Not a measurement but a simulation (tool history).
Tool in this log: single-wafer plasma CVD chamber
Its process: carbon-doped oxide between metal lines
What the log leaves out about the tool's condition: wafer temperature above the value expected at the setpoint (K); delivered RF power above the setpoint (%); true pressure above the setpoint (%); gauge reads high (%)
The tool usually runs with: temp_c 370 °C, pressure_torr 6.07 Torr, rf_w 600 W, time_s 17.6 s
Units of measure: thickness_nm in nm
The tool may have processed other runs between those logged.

run,hour,temp_c,pressure_torr,rf_w,time_s,wafers since the last listed run,hours since the last thermocouple change,hours since the last RF generator calibration,hours since the last manometer calibration,hours since the showerhead was replaced,hours since the gauge calibration,"read-back reference wafer on the same gauge, thickness_nm",thickness_nm
1,0,370,6.07,600,17.6,0,850,1421.4,1990.8,3331.4,1336.9,108.363,96.743
2,45.4,370,6.07,600,17.6,1582,895.4,1466.8,2036.2,3376.8,1382.3,108.311,97.033
3,191.9,370,6.07,600,17.6,5108,1041.9,1613.3,2182.7,3523.3,1528.8,108.286,96.897
4,275,370,6.07,600,17.6,2897,1125,1696.4,2265.8,3606.4,1611.9,108.382,96.886
5,377.6,370,6.07,600,17.6,3577,1227.6,1799,2368.4,3709,1714.5,108.41,97.093
6,446,370,6.07,600,17.6,2384,1296,1867.4,2436.8,3777.4,1782.9,108.135,97.035
# hour 459.3: thermocouple changed; heater temperature recalibrated
# hour 487.3: capacitance manometer re-zeroed and calibrated
# hour 511.7: gauge calibrated
7,552.3,370,6.07,600,17.6,3148,93,1973.7,65,3883.7,40.6,108.341,98.415
8,609.5,370,6.07,600,17.6,1994,150.2,2030.9,122.2,3940.9,97.8,108.201,97.918
9,661.8,376,5.5,600,17.6,1823,202.5,2083.2,174.5,3993.2,150.1,108.334,94.747
10,727.9,370,6.07,600,19.3,2304,268.6,2149.3,240.6,4059.3,216.2,108.324,107.859
11,781.7,370,6.07,600,19.3,1875,322.4,2203.1,294.4,4113.1,270,108.329,107.25
12,877.8,370,6.07,525,17.6,3350,418.5,2299.2,390.5,4209.2,366.1,108.315,91.296
13,924,364,5.43,600,19.3,1610,464.7,2345.4,436.7,4255.4,412.3,108.275,106.817
# hour 990.2: RF generator calibrated
14,990.7,370,6.07,600,17.6,2046,531.4,0.5,503.4,4322.1,479,108.291,97.749
15,1075.3,357,6.07,600,17.6,2949,616,85.1,588,4406.7,563.6,108.24,101.127
16,1154.7,370,6.07,600,17.6,2768,695.4,164.5,667.4,4486.1,643,108.288,97.412
17,1262.4,370,5.1,660,17.6,3755,803.1,272.2,775.1,4593.8,750.7,108.255,99.133
18,1369,360,4.61,560,15.4,3716,909.7,378.8,881.7,4700.4,857.3,108.239,80.427
19,1462.5,370,6.07,600,20.7,3260,1003.2,472.3,975.2,4793.9,950.8,108.229,114.785
# hour 1547.2: thermocouple changed; heater temperature recalibrated
20,1569,362,6.07,540,20.4,3434,21.8,578.8,1081.7,4900.4,1057.3,108.429,109.121
21,1618.9,370,5.48,600,17.6,1739,71.7,628.7,1131.6,4950.3,1107.2,108.203,95.859
# hour 1662.6: showerhead replaced
22,1725.7,370,6.07,600,17.6,3444,178.5,735.5,1238.4,63.1,1214,108.404,97.348
23,1774.7,361,6.48,500,17.6,1708,227.5,784.5,1287.4,112.1,1263,108.309,91.731
24,1866,358,4.97,600,17.6,3183,318.8,875.8,1378.7,203.4,1354.3,108.314,96.986
25,1947.3,376,4.93,700,16.5,2834,400.1,957.1,1460,284.7,1435.6,108.22,93.427
26,2002.7,370,6.07,600,14.4,1931,455.5,1012.5,1515.4,340.1,1491,108.329,79.588

The next listed run, before its measurement:
27,2065.1,370,5.18,600,17.6,2175,517.9,1074.9,1577.8,402.5,1553.4,?,?

{"run 27": {"read-back reference wafer on the same gauge, thickness_nm": 108.275, "thickness_nm": 94.343}}
The same run, on a tool lacking any hidden state, would have yielded thickness_nm 95.627 nm.
